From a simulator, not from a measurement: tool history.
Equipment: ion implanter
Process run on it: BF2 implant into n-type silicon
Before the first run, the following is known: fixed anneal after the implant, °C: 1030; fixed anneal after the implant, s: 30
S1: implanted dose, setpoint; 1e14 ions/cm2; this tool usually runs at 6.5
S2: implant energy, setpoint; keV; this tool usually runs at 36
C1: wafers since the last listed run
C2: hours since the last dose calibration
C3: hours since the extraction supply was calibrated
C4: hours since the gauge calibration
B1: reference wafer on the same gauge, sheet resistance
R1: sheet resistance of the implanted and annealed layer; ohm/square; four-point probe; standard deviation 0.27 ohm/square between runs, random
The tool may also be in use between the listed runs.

Run 1, hour 0: usual settings; C1 0; C2 843.6; C3 4488.7; C4 28.4; B1 198.07. Result: R1 180.67 ohm/square.
Run 2, hour 27.6: usual settings; C1 600; C2 871.2; C3 4516.3; C4 56; B1 198. Result: R1 181.54 ohm/square.
Run 3, hour 56.9: usual settings; C1 637; C2 900.5; C3 4545.6; C4 85.3; B1 198. Result: R1 181.21 ohm/square.
Run 4, hour 84.1: usual settings; C1 592; C2 927.7; C3 4572.8; C4 112.5; B1 197.96. Result: R1 181.31 ohm/square.
Run 5, hour 109: usual settings; C1 541; C2 952.6; C3 4597.7; C4 137.4; B1 197.97. Result: R1 181.7 ohm/square.
Run 6, hour 129.1: usual settings but S1 6.08 1e14 ions/cm2, S2 28.5 keV; C1 437; C2 972.7; C3 4617.8; C4 157.5; B1 197.99. Result: R1 197.2 ohm/square.
Run 7, hour 154.1: usual settings but S1 6.08 1e14 ions/cm2, S2 28.5 keV; C1 544; C2 997.7; C3 4642.8; C4 182.5; B1 198.09. Result: R1 196.93 ohm/square.
Run 8, hour 172.3: usual settings but S1 6.08 1e14 ions/cm2, S2 28.5 keV; C1 396; C2 1015.9; C3 4661; C4 200.7; B1 197.94. Result: R1 197.44 ohm/square.
Run 9, hour 185: usual settings but S2 43 keV; C1 276; C2 1028.6; C3 4673.7; C4 213.4; B1 198.12. Result: R1 178.93 ohm/square.
Run 10, hour 214.6: usual settings but S2 43 keV; C1 644; C2 1058.2; C3 4703.3; C4 243; B1 198.02. Result: R1 178.67 ohm/square.
Run 11, hour 240: usual settings but S1 5.95 1e14 ions/cm2, S2 44.5 keV; C1 552; C2 1083.6; C3 4728.7; C4 268.4; B1 198.09. Result: R1 192.61 ohm/square.
Run 12, hour 261.1: usual settings but S1 7.58 1e14 ions/cm2, S2 46 keV; C1 459; C2 1104.7; C3 4749.8; C4 289.5; B1 197.92. Result: R1 155.16 ohm/square.
At hour 270.8: gauge calibrated.
At hour 290.8: Faraday cup replaced and dose calibrated.
Run 13, hour 292.3: usual settings but S2 41 keV; C1 504; C2 1.5; C3 4781; C4 21.5; B1 198.1. Result: R1 175.73 ohm/square.
Run 14, hour 305.4: usual settings but S1 5.56 1e14 ions/cm2, S2 39.5 keV; C1 285; C2 14.6; C3 4794.1; C4 34.6; B1 197.95. Result: R1 201.92 ohm/square.
Run 15, hour 321.6: usual settings but S1 5.92 1e14 ions/cm2, S2 31 keV; C1 352; C2 30.8; C3 4810.3; C4 50.8; B1 198.02. Result: R1 195.94 ohm/square.
Run 16, hour 349.1: usual settings but S1 4.83 1e14 ions/cm2, S2 44.5 keV; C1 598; C2 58.3; C3 4837.8; C4 78.3; B1 198.03. Result: R1 225.5 ohm/square.
At hour 371.7: extraction supply calibrated.
Run 17, hour 379.2: usual settings but S1 8.03 1e14 ions/cm2, S2 28 keV; C1 481; C2 88.4; C3 7.5; C4 108.4; B1 198.02. Result: R1 155.7 ohm/square.
Run 18, hour 401.1: usual settings; C1 476; C2 110.3; C3 29.4; C4 130.3; B1 197.99. Result: R1 178.28 ohm/square.
Run 19, hour 432.6: usual settings; C1 685; C2 141.8; C3 60.9; C4 161.8; B1 198. Result: R1 178.65 ohm/square.
Run 20, hour 459.3: usual settings but S1 4.59 1e14 ions/cm2, S2 45 keV; C1 581; C2 168.5; C3 87.6; C4 188.5; B1 198.12. Result: R1 236.77 ohm/square.
Run 21, hour 487.4: usual settings but S1 8.03 1e14 ions/cm2, S2 28 keV; C1 611; C2 196.6; C3 115.7; C4 216.6; B1 197.99. Result: R1 155.85 ohm/square.

Take each entry between the runs: how does the hidden state at the last listed run before it differ from the hidden state at the first listed run after it?
From run 12 to run 13: gauge calibrated (hour 270.8); Faraday cup replaced and dose calibrated (hour 290.8)
  deviation of the true dose from the Faraday cup's reading, %: -2.94 -> -0.378
  what was measured, less what the result would be without the hidden state, R1: +3.98 -> +0.58 ohm/square
From run 16 to run 17: extraction supply calibrated (hour 371.7)
  deviation of the true dose from the Faraday cup's reading, %: -0.504 -> -0.57
  what was measured, less what the result would be without the hidden state, R1: +0.96 -> +0.66 ohm/square

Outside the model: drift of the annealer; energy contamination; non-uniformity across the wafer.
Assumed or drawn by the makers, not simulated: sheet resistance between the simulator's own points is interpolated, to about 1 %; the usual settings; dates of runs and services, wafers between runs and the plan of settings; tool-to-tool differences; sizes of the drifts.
